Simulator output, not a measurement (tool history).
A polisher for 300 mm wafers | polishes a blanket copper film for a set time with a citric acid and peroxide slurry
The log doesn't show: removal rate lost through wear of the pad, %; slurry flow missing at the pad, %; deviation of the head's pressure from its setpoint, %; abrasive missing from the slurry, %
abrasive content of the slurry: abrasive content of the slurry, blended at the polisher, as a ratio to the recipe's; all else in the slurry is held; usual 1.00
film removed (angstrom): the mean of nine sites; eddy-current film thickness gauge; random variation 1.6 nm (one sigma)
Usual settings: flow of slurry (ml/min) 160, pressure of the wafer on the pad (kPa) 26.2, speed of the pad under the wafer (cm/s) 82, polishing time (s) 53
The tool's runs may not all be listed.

run	hour	flow of slurry (ml/min)	pressure of the wafer on the pad (kPa)	speed of the pad under the wafer (cm/s)	abrasive content of the slurry	polishing time (s)	wafers since the last listed run	wafers polished on this pad	hours since the slurry nozzle was cleaned	hours since the head pressure was calibrated	hours since the slurry blender was calibrated	incoming thickness of the incoming film, nm	film removed (angstrom)
1	0.0	160	26.2	90	1.00	53	0	954	465.5	911.2	31.5	791.2	1193
2	15.2	160	24.1	72	1.00	53	180	1135	480.7	926.4	46.7	804.2	897
3	31.3	160	24.1	72	1.00	53	191	1326	496.8	942.5	62.8	796.2	865
# hour 42.5: worn pad replaced by a new one
4	48.5	160	24.1	72	1.00	53	157	71	514.0	959.7	80.0	803.9	881
# hour 52.1: head pressure recalibrated
5	64.4	160	26.2	82	1.00	53	165	237	529.9	12.3	95.9	805.5	1045
6	78.8	160	26.2	82	1.00	53	171	408	544.3	26.7	110.3	801.6	1055
7	88.7	160	26.2	82	1.00	53	117	526	554.2	36.6	120.2	807.7	1084
8	103.3	125	26.2	82	1.00	53	173	700	568.8	51.2	134.8	801.6	1026
# hour 128.4: slurry blender recalibrated
# hour 146.9: worn pad replaced by a new one
9	147.4	160	26.2	82	1.00	66	453	6	612.9	95.3	19.0	800.5	1323
10	155.4	160	26.2	82	1.20	53	95	101	620.9	103.3	27.0	799.9	1123
11	162.6	185	29.6	82	1.00	46	85	186	628.1	110.5	34.2	798.5	1041
12	179.7	115	26.2	82	1.00	53	203	390	645.2	127.6	51.3	793.3	952
# hour 194.7: slurry nozzle cleaned
13	197.0	160	26.2	82	1.00	53	194	584	2.3	144.9	68.6	806.5	953
14	205.8	160	26.2	98	1.00	53	104	689	11.1	153.7	77.4	806.1	1123
15	215.6	185	26.2	82	1.00	53	116	805	20.9	163.5	87.2	786.4	1005
16	224.6	160	26.2	82	1.00	53	107	912	29.9	172.5	96.2	792.7	964
17	238.7	160	33.8	54	1.30	41	167	1080	44.0	186.6	110.3	799.1	700
18	245.9	160	26.2	82	1.00	53	85	1166	51.2	193.8	117.5	800.5	950
# hour 259.5: slurry blender recalibrated
# hour 261.0: worn pad replaced by a new one
19	263.8	160	26.2	82	1.00	53	171	33	69.1	211.7	4.3	800.3	943
20	277.8	160	22.8	108	1.20	60	166	199	83.1	225.7	18.3	789.7	1241
21	288.4	160	26.2	82	1.00	61	126	325	93.7	236.3	28.9	792.7	1076
# hour 302.4: slurry nozzle cleaned, repeated, since the last time left the tool worse
22	305.7	160	26.2	82	1.00	53	194	519	3.3	253.6	46.2	810.2	1167
23	316.1	160	26.2	64	1.00	53	123	643	13.7	264.0	56.6	796.9	928
24	332.7	160	26.2	82	1.00	53	197	841	30.3	280.6	73.2	785.5	1129
25	343.7	190	17.9	108	1.00	59	130	972	41.3	291.6	84.2	801.0	1168
# hour 364.4: worn pad replaced by a new one
26	364.9	160	26.2	82	1.00	53	204	5	62.5	312.8	105.4	799.3	1138
27	376.0	160	20.0	82	0.85	43	132	137	73.6	323.9	116.5	800.1	684
# hour 388.1: slurry blender recalibrated
28	388.6	160	26.2	82	1.00	53	126	264	86.2	336.5	0.5	795.3	1132
29	395.9	175	26.2	82	0.90	37	86	351	93.5	343.8	7.8	815.5	788

The tool's hidden state at each run:
removal rate lost through wear of the pad, %: 0 in every run
deviation of the head's pressure from its setpoint, %: 0 in every run
abrasive missing from the slurry, %: 0 in every run
H1: slurry flow missing at the pad, %
run	H1
1	21.8
2	22.4
3	23.1
4	23.8
5	24.5
6	25.1
7	25.5
8	26.2
9	28
10	28.4
11	28.7
12	29.4
13	47.6
14	48
15	48.4
16	48.8
17	49.4
18	49.7
19	50.4
20	51
21	51.5
22	2.29
23	2.73
24	3.44
25	3.91
26	4.81
27	5.28
28	5.82
29	6.13
